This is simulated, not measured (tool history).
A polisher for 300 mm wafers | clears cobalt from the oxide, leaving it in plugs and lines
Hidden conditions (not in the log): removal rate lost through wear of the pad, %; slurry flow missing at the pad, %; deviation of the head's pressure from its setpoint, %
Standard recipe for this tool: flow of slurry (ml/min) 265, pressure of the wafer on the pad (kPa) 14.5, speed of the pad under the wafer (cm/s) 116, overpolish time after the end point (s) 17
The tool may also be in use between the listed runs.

run   hour  flow of slurry (ml/min)  pressure of the wafer on the pad (kPa)  speed of the pad under the wafer (cm/s)  overpolish time after the end point (s)  wafers since the last listed run  wafers polished on this pad  hours since the slurry nozzle was cleaned  hours since the head pressure was calibrated  incoming thickness of the incoming film, nm  time until the end point was called (s)  dishing of a wide line in a test structure (nm)
  1    0.0                      195                                    14.5                                      116                                       14                                 0                          451                                      308.4                                         125.8                                        158.8                                     32.8                                             50.6
  2    8.3                      265                                    14.5                                      116                                       17                                53                          505                                      316.7                                         134.1                                        159.6                                     31.6                                             57.7
      45.4  -- worn pad replaced by a new one
  3   50.2                      265                                    14.5                                      116                                       17                               246                           31                                      358.6                                         176.0                                        162.6                                     32.5                                             58.7
  4   67.0                      265                                    14.5                                      116                                       17                               109                          140                                      375.4                                         192.8                                        159.0                                     31.7                                             58.0
  5   84.7                      265                                    14.5                                      116                                       17                               115                          255                                      393.1                                         210.5                                        160.1                                     32.1                                             56.8
  6   94.5                      265                                    14.5                                      116                                       17                                63                          319                                      402.9                                         220.3                                        157.7                                     32.0                                             57.8
  7  109.8                      265                                    14.5                                      116                                       17                                99                          418                                      418.2                                         235.6                                        160.5                                     32.9                                             58.1
  8  124.5                      265                                    14.5                                      116                                       17                                95                          514                                      432.9                                         250.3                                        163.3                                     32.4                                             55.4
  9  132.8                      265                                    13.8                                       98                                       17                                53                          568                                      441.2                                         258.6                                        163.0                                     39.6                                             51.6
 10  147.4                      265                                    14.5                                      116                                       23                                94                          663                                      455.8                                         273.2                                        161.6                                     33.3                                             68.4
     158.9  -- worn pad replaced by a new one
 11  159.4                      265                                    14.5                                      116                                       23                                51                            3                                      467.8                                         285.2                                        159.8                                     32.7                                             65.7
     161.8  -- slurry nozzle cleaned
 12  162.6                      265                                    14.5                                      116                                       23                                14                           17                                        0.8                                         288.4                                        159.0                                     29.7                                             70.2
 13  213.5                      265                                    14.5                                      116                                       17                               330                          348                                       51.7                                         339.3                                        161.9                                     29.3                                             59.9
 14  223.3                      265                                    14.5                                       84                                       20                                63                          412                                       61.5                                         349.1                                        162.7                                     39.4                                             56.7
 15  232.9                      350                                    19.3                                       88                                       14                                62                          474                                       71.1                                         358.7                                        162.1                                     29.0                                             54.4
 16  248.6                      265                                    14.5                                      116                                       17                               102                          576                                       86.8                                         374.4                                        158.9                                     29.2                                             59.7
 17  260.0                      265                                    14.5                                      116                                       17                                74                          650                                       98.2                                         385.8                                        159.3                                     28.5                                             61.3
     280.2  -- worn pad replaced by a new one
     280.3  -- head pressure recalibrated
 18  280.7                      265                                    14.5                                      116                                       17                               107                            2                                      118.9                                           0.4                                        159.6                                     31.4                                             56.5
 19  291.2                      265                                    10.3                                      152                                       22                                68                           70                                      129.4                                          10.9                                        159.5                                     32.5                                             63.8
 20  300.1                      215                                    14.5                                      116                                       10                                57                          128                                      138.3                                          19.8                                        157.7                                     32.8                                             40.4
 21  314.2                      335                                    18.6                                       90                                        9                                91                          220                                      152.4                                          33.9                                        159.0                                     32.2                                             38.3
 22  322.9                      265                                    16.5                                      130                                       17                                56                          276                                      161.1                                          42.6                                        159.0                                     25.7                                             66.2
 23  367.8                      265                                    14.5                                      152                                       10                               291                          568                                      206.0                                          87.5                                        157.9                                     24.3                                             47.7
 24  379.1                      265                                    14.5                                      116                                       17                                73                          641                                      217.3                                          98.8                                        157.1                                     31.0                                             58.4
     387.1  -- worn pad replaced by a new one
 25  430.5                      265                                    16.5                                       80                                       17                               308                          282                                      268.7                                         150.2                                        160.0                                     38.7                                             51.2
 26  444.4                      300                                    11.7                                       84                                       23                                90                          372                                      282.6                                         164.1                                        159.8                                     49.5                                             53.3

Run-by-run hidden state of the tool:
removal rate lost through wear of the pad, %: 0, the same for each run
H1: slurry flow missing at the pad, %
H2: deviation of the head's pressure from its setpoint, %
run    H1       H2
  1  20.7     1.46
  2  21.6      1.6
  3  26.6     2.44
  4  28.7     2.84
  5  31.1     3.31
  6  32.5     3.58
  7  34.6     4.03
  8  36.8      4.5
  9  38.1     4.77
 10  40.4     5.27
 11  42.3     5.71
 12  4.71     5.83
 13  5.17      7.9
 14  5.37     8.33
 15  5.59     8.78
 16  6.02     9.52
 17  6.39     10.1
 18  7.17   -0.579
 19  7.63   -0.572
 20  8.04   -0.554
 21  8.76   -0.505
 22  9.23   -0.462
 23  12.1  -0.0834
 24  12.9    0.053
 25  17.3    0.882
 26  18.6     1.17

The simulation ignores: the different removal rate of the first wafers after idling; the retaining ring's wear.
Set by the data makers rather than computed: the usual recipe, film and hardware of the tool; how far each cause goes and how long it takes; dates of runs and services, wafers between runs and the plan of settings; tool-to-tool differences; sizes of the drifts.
